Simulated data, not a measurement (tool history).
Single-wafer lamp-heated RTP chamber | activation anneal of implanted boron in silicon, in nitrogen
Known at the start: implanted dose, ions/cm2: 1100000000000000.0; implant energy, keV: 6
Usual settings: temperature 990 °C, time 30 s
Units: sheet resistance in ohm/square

| run | hour | temperature | time | wafers since the last listed run | wafers since the last pyrometer calibration | wafers since the reflector plate was cleaned | hours since the gauge calibration | read-back reference wafer on the same gauge, sheet resistance | sheet resistance |
|---|---|---|---|---|---|---|---|---|---|
| 1 | 0 | 990 | 30 | 0 | 952 | 9562 | 316.6 | 125.99 | 145.12 |
| 2 | 37.2 | 990 | 30 | 351 | 1304 | 9913 | 353.8 | 125.9 | 144.25 |
|  | 53.8 | pyrometer window cleaned and pyrometer calibrated |
| 3 | 75.8 | 990 | 36 | 289 | 208 | 10202 | 392.4 | 126.03 | 144.35 |
| 4 | 143.2 | 990 | 43 | 636 | 844 | 10839 | 459.8 | 125.86 | 141 |
| 5 | 170.7 | 990 | 43 | 259 | 1104 | 11099 | 487.3 | 125.89 | 141.12 |
| 6 | 195.4 | 990 | 43 | 233 | 1337 | 11332 | 512 | 125.96 | 138.55 |
|  | 240.3 | gauge calibrated |
|  | 246.1 | pyrometer window cleaned and pyrometer calibrated |
| 7 | 266.1 | 1012 | 30 | 592 | 189 | 11924 | 25.8 | 125.9 | 134.86 |
| 8 | 307.6 | 1012 | 30 | 391 | 581 | 12316 | 67.3 | 125.82 | 133.4 |
| 9 | 336.9 | 1012 | 30 | 276 | 857 | 12593 | 96.6 | 126 | 132.37 |
| 10 | 362.4 | 999 | 30 | 240 | 1098 | 12834 | 122.1 | 126.19 | 138.63 |
|  | 405.3 | pyrometer window cleaned and pyrometer calibrated |
| 11 | 408.4 | 990 | 20 | 358 | 29 | 13193 | 168.1 | 125.82 | 150.24 |
|  | 461.8 | reflector plate cleaned |
| 12 | 471.9 | 1009 | 35 | 524 | 553 | 95 | 231.6 | 125.95 | 136.9 |
| 13 | 496.2 | 1012 | 30 | 229 | 783 | 324 | 255.9 | 125.97 | 135.75 |
| 14 | 552.9 | 990 | 30 | 535 | 1318 | 860 | 312.6 | 126.12 | 146.09 |
|  | 587.9 | pyrometer window cleaned and pyrometer calibrated |
| 15 | 588.4 | 974 | 42 | 259 | 4 | 1120 | 348.1 | 125.98 | 156.98 |
| 16 | 627.5 | 1017 | 19 | 369 | 374 | 1489 | 387.2 | 126 | 139.11 |
| 17 | 673.1 | 1006 | 18 | 430 | 804 | 1920 | 432.8 | 126.01 | 145.38 |
| 18 | 743.3 | 1011 | 30 | 663 | 1468 | 2583 | 503 | 125.92 | 134.01 |
|  | 791.7 | pyrometer window cleaned and pyrometer calibrated |
| 19 | 800.8 | 973 | 30 | 467 | 85 | 3050 | 560.5 | 125.96 | 162.11 |

5 ways to go on from here, each from the tool as it stands after run 19. What would each give?
| A | 801.2 | 990 | 30 | 3 | 89 | 3054 | 560.9 | ? | ? |
| B | 801.2 | 1014 | 30 | 3 | 89 | 3054 | 560.9 | ? | ? |
| C | 801.2 | 1009 | 21 | 3 | 89 | 3054 | 560.9 | ? | ? |
| D | 801.2 | 977 | 39 | 3 | 89 | 3054 | 560.9 | ? | ? |
| E | 801.2 | 1003 | 30 | 3 | 89 | 3054 | 560.9 | ? | ? |

| run | read-back reference wafer on the same gauge, sheet resistance | sheet resistance |
|---|---|---|
| A | 126.07 | 148.62 |
| B | 126.07 | 136.04 |
| C | 126.07 | 142.28 |
| D | 126.07 | 154.92 |
| E | 126.07 | 141.44 |
Without the tool's hidden state the same runs would have given:
| run | sheet resistance |
|---|---|
| A | 150.13 |
| B | 137.19 |
| C | 143.46 |
| D | 156.9 |
| E | 142.63 |
